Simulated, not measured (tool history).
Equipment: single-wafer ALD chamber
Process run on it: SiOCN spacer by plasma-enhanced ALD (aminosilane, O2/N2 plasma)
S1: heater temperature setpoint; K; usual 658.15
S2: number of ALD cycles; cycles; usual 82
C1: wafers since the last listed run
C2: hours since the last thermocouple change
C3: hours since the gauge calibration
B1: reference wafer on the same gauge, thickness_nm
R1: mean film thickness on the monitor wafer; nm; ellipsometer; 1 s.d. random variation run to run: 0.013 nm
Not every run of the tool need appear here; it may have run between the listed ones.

{"run": 1, "hour": 0.0, "S1": 670.15, "S2": 90, "C1": 0, "C2": 2021.6, "C3": 511.0, "B1": 4.561, "R1": 5.315}
{"run": 2, "hour": 32.6, "S1": 670.15, "S2": 90, "C1": 93, "C2": 2054.2, "C3": 543.6, "B1": 4.561, "R1": 5.305}
{"run": 3, "hour": 103.8, "S1": 658.15, "S2": 82, "C1": 204, "C2": 2125.4, "C3": 614.8, "B1": 4.554, "R1": 4.816}
{"run": 4, "hour": 122.6, "S1": 658.15, "S2": 82, "C1": 54, "C2": 2144.2, "C3": 633.6, "B1": 4.562, "R1": 4.84}
{"run": 5, "hour": 147.1, "S1": 658.15, "S2": 82, "C1": 70, "C2": 2168.7, "C3": 658.1, "B1": 4.559, "R1": 4.828}
{"run": 6, "hour": 164.3, "S1": 658.15, "S2": 82, "C1": 49, "C2": 2185.9, "C3": 675.3, "B1": 4.556, "R1": 4.815}
{"run": 7, "hour": 196.7, "S1": 658.15, "S2": 82, "C1": 93, "C2": 2218.3, "C3": 707.7, "B1": 4.556, "R1": 4.835}
{"run": 8, "hour": 224.8, "S1": 658.15, "S2": 87, "C1": 80, "C2": 2246.4, "C3": 735.8, "B1": 4.556, "R1": 5.122}
{"run": 9, "hour": 245.3, "S1": 658.15, "S2": 87, "C1": 58, "C2": 2266.9, "C3": 756.3, "B1": 4.553, "R1": 5.159}
{"run": 10, "hour": 275.4, "S1": 658.15, "S2": 87, "C1": 86, "C2": 2297.0, "C3": 786.4, "B1": 4.564, "R1": 5.125}
{"run": 11, "hour": 302.2, "S1": 658.15, "S2": 82, "C1": 76, "C2": 2323.8, "C3": 813.2, "B1": 4.561, "R1": 4.831}
{"run": 12, "hour": 336.6, "S1": 658.15, "S2": 82, "C1": 98, "C2": 2358.2, "C3": 847.6, "B1": 4.56, "R1": 4.846}
{"run": 13, "hour": 364.1, "S1": 658.15, "S2": 82, "C1": 79, "C2": 2385.7, "C3": 875.1, "B1": 4.562, "R1": 4.844}
{"run": 14, "hour": 385.0, "S1": 658.15, "S2": 82, "C1": 60, "C2": 2406.6, "C3": 896.0, "B1": 4.563, "R1": 4.819}
{"run": 15, "hour": 404.2, "S1": 658.15, "S2": 82, "C1": 55, "C2": 2425.8, "C3": 915.2, "B1": 4.562, "R1": 4.844}
{"run": 16, "hour": 421.9, "S1": 658.15, "S2": 82, "C1": 50, "C2": 2443.5, "C3": 932.9, "B1": 4.558, "R1": 4.856}
{"run": 17, "hour": 450.4, "S1": 658.15, "S2": 82, "C1": 81, "C2": 2472.0, "C3": 961.4, "B1": 4.56, "R1": 4.845}
{"run": 18, "hour": 468.9, "S1": 658.15, "S2": 90, "C1": 53, "C2": 2490.5, "C3": 979.9, "B1": 4.56, "R1": 5.315}
{"run": 19, "hour": 491.0, "S1": 658.15, "S2": 90, "C1": 63, "C2": 2512.6, "C3": 1002.0, "B1": 4.557, "R1": 5.297}
{"run": 20, "hour": 518.5, "S1": 658.15, "S2": 76, "C1": 79, "C2": 2540.1, "C3": 1029.5, "B1": 4.557, "R1": 4.509}
{"run": 21, "hour": 547.1, "S1": 658.15, "S2": 82, "C1": 82, "C2": 2568.7, "C3": 1058.1, "B1": 4.557, "R1": 4.845}
{"run": 22, "hour": 570.0, "S1": 647.15, "S2": 70, "C1": 65, "C2": 2591.6, "C3": 1081.0, "B1": 4.563, "R1": 4.111}
{"run": 23, "hour": 596.9, "S1": 658.15, "S2": 82, "C1": 77, "C2": 2618.5, "C3": 1107.9, "B1": 4.556, "R1": 4.843}
{"run": 24, "hour": 613.9, "S1": 648.15, "S2": 76, "C1": 48, "C2": 2635.5, "C3": 1124.9, "B1": 4.56, "R1": 4.471}
{"run": 25, "hour": 643.7, "S1": 647.15, "S2": 67, "C1": 85, "C2": 2665.3, "C3": 1154.7, "B1": 4.562, "R1": 3.939}
{"run": 26, "hour": 656.8, "S1": 658.15, "S2": 97, "C1": 37, "C2": 2678.4, "C3": 1167.8, "B1": 4.563, "R1": 5.716}
{"run": 27, "hour": 681.1, "S1": 658.15, "S2": 82, "C1": 69, "C2": 2702.7, "C3": 1192.1, "B1": 4.56, "R1": 4.81}
{"run": 28, "hour": 701.7, "S1": 658.15, "S2": 82, "C1": 59, "C2": 2723.3, "C3": 1212.7, "B1": 4.561, "R1": 4.838}
{"run": 29, "hour": 722.4, "S1": 672.15, "S2": 82, "C1": 59, "C2": 2744.0, "C3": 1233.4, "B1": 4.555, "R1": 4.805}
{"hour": 738.3, "done": "thermocouple changed; heater temperature recalibrated"}
{"hour": 754.5, "done": "gauge calibrated"}
{"run": 30, "hour": 757.7, "S1": 658.15, "S2": 82, "C1": 78, "C2": 19.4, "C3": 3.2, "B1": 4.559, "R1": 4.815}
{"run": 31, "hour": 802.6, "S1": 648.15, "S2": 98, "C1": 128, "C2": 64.3, "C3": 48.1, "B1": 4.558, "R1": 5.785}
{"run": 32, "hour": 837.0, "S1": 654.15, "S2": 94, "C1": 98, "C2": 98.7, "C3": 82.5, "B1": 4.558, "R1": 5.547}
{"run": 33, "hour": 870.1, "S1": 647.15, "S2": 74, "C1": 95, "C2": 131.8, "C3": 115.6, "B1": 4.565, "R1": 4.364}
{"run": 34, "hour": 900.5, "S1": 649.15, "S2": 91, "C1": 87, "C2": 162.2, "C3": 146.0, "B1": 4.563, "R1": 5.369}
{"run": 35, "hour": 930.0, "S1": 643.15, "S2": 71, "C1": 84, "C2": 191.7, "C3": 175.5, "B1": 4.562, "R1": 4.176}
{"run": 36, "hour": 944.1, "S1": 663.15, "S2": 78, "C1": 40, "C2": 205.8, "C3": 189.6, "B1": 4.558, "R1": 4.624}
{"run": 37, "hour": 974.8, "S1": 658.15, "S2": 82, "C1": 88, "C2": 236.5, "C3": 220.3, "B1": 4.554, "R1": 4.829}
{"run": 38, "hour": 997.1, "S1": 672.15, "S2": 67, "C1": 64, "C2": 258.8, "C3": 242.6, "B1": 4.564, "R1": 3.949}
{"run": 39, "hour": 1021.4, "S1": 665.15, "S2": 67, "C1": 69, "C2": 283.1, "C3": 266.9, "B1": 4.557, "R1": 3.964}
{"run": 40, "hour": 1044.7, "S1": 663.15, "S2": 74, "C1": 66, "C2": 306.4, "C3": 290.2, "B1": 4.558, "R1": 4.349}
{"run": 41, "hour": 1064.9, "S1": 648.15, "S2": 77, "C1": 58, "C2": 326.6, "C3": 310.4, "B1": 4.559, "R1": 4.557}

Across each entry between runs, compare the hidden state at the last listed run before it with the hidden state at the first listed run after it:
Logged between run 29 and run 30: thermocouple changed; heater temperature recalibrated (hour 738.3); gauge calibrated (hour 754.5)
  no hidden state differs between the two runs
